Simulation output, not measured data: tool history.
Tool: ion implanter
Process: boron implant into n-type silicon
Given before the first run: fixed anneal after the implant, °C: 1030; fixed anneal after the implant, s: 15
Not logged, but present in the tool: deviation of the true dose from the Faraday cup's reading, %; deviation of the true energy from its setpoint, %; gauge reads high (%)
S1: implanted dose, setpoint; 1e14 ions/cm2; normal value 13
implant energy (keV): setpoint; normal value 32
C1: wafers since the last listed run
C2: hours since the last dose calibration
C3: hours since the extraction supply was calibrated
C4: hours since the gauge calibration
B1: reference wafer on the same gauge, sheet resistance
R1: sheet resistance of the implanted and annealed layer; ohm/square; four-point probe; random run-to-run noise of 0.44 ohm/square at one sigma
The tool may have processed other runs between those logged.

{"run": 1, "day": 0.0, "S1": 13, "implant energy (keV)": 32, "C1": 0, "C2": 389.7, "C3": 2332.5, "C4": 129.9, "B1": 77.35, "R1": 98.87}
{"run": 2, "day": 1.062, "S1": 13, "implant energy (keV)": 32, "C1": 328, "C2": 415.2, "C3": 2358, "C4": 155.4, "B1": 77.53, "R1": 98.06}
{"run": 3, "day": 2.412, "S1": 13, "implant energy (keV)": 32, "C1": 417, "C2": 447.6, "C3": 2390.4, "C4": 187.8, "B1": 77.44, "R1": 97.79}
{"run": 4, "day": 3.488, "S1": 13, "implant energy (keV)": 32, "C1": 332, "C2": 473.4, "C3": 2416.2, "C4": 213.6, "B1": 77.56, "R1": 99.06}
{"run": 5, "day": 4.662, "S1": 13, "implant energy (keV)": 32, "C1": 363, "C2": 501.6, "C3": 2444.4, "C4": 241.8, "B1": 77.34, "R1": 98.43}
{"run": 6, "day": 5.554, "S1": 13, "implant energy (keV)": 32, "C1": 276, "C2": 523, "C3": 2465.8, "C4": 263.2, "B1": 77.38, "R1": 98.65}
{"run": 7, "day": 6.492, "S1": 13, "implant energy (keV)": 32, "C1": 290, "C2": 545.5, "C3": 2488.3, "C4": 285.7, "B1": 77.37, "R1": 99.26}
{"run": 8, "day": 7.346, "S1": 13, "implant energy (keV)": 32, "C1": 264, "C2": 566, "C3": 2508.8, "C4": 306.2, "B1": 77.56, "R1": 99.27}
{"run": 9, "day": 8.054, "S1": 13, "implant energy (keV)": 32, "C1": 219, "C2": 583, "C3": 2525.8, "C4": 323.2, "B1": 77.37, "R1": 98.41}
{"run": 10, "day": 8.721, "S1": 13, "implant energy (keV)": 37.5, "C1": 206, "C2": 599, "C3": 2541.8, "C4": 339.2, "B1": 77.34, "R1": 97.2}
{"run": 11, "day": 9.275, "S1": 13, "implant energy (keV)": 32, "C1": 171, "C2": 612.3, "C3": 2555.1, "C4": 352.5, "B1": 77.38, "R1": 99.19}
{"day": 10.521, "done": "Faraday cup replaced and dose calibrated"}
{"run": 12, "day": 10.888, "S1": 9.92, "implant energy (keV)": 32, "C1": 395, "C2": 8.8, "C3": 2593.8, "C4": 391.2, "B1": 77.35, "R1": 118.03}
{"day": 12.025, "done": "extraction supply calibrated"}
{"run": 13, "day": 12.046, "S1": 14.04, "implant energy (keV)": 32, "C1": 255, "C2": 36.6, "C3": 0.5, "C4": 419, "B1": 77.35, "R1": 88.94}
{"day": 12.675, "done": "gauge calibrated"}
{"run": 14, "day": 12.9, "S1": 9.98, "implant energy (keV)": 41.5, "C1": 264, "C2": 57.1, "C3": 21, "C4": 5.4, "B1": 77.33, "R1": 117.07}
{"run": 15, "day": 14.3, "S1": 14.32, "implant energy (keV)": 24.5, "C1": 433, "C2": 90.7, "C3": 54.6, "C4": 39, "B1": 77.41, "R1": 90.3}
{"run": 16, "day": 15.221, "S1": 14.05, "implant energy (keV)": 28, "C1": 285, "C2": 112.8, "C3": 76.7, "C4": 61.1, "B1": 77.44, "R1": 90.45}
{"run": 17, "day": 16.458, "S1": 13, "implant energy (keV)": 22.5, "C1": 383, "C2": 142.5, "C3": 106.4, "C4": 90.8, "B1": 77.51, "R1": 98.78}
{"run": 18, "day": 17.192, "S1": 13, "implant energy (keV)": 28.5, "C1": 226, "C2": 160.1, "C3": 124, "C4": 108.4, "B1": 77.45, "R1": 97.41}

Alternative continuations, all from the tool just after run 18; predict every row:
{"run": "A", "day": 17.208, "S1": 13, "implant energy (keV)": 27.5, "C1": 5, "C2": 160.5, "C3": 124.4, "C4": 108.8, "B1": "?", "R1": "?"}
{"run": "B", "day": 17.208, "S1": 10.02, "implant energy (keV)": 39, "C1": 5, "C2": 160.5, "C3": 124.4, "C4": 108.8, "B1": "?", "R1": "?"}
{"run": "C", "day": 17.208, "S1": 15.26, "implant energy (keV)": 35, "C1": 5, "C2": 160.5, "C3": 124.4, "C4": 108.8, "B1": "?", "R1": "?"}
{"run": "D", "day": 17.208, "S1": 10.47, "implant energy (keV)": 24, "C1": 5, "C2": 160.5, "C3": 124.4, "C4": 108.8, "B1": "?", "R1": "?"}
{"run": "E", "day": 17.208, "S1": 13, "implant energy (keV)": 38, "C1": 5, "C2": 160.5, "C3": 124.4, "C4": 108.8, "B1": "?", "R1": "?"}

run=A B1=77.26 R1=97.37
run=B B1=77.26 R1=118.32
run=C B1=77.26 R1=83.81
run=D B1=77.26 R1=117.81
run=E B1=77.26 R1=95.41
Take away the tool's hidden state, keep each run's random variation, and the runs would have read:
run=A R1=95.27
run=B R1=115.77
run=C R1=81.98
run=D R1=115.2
run=E R1=93.31
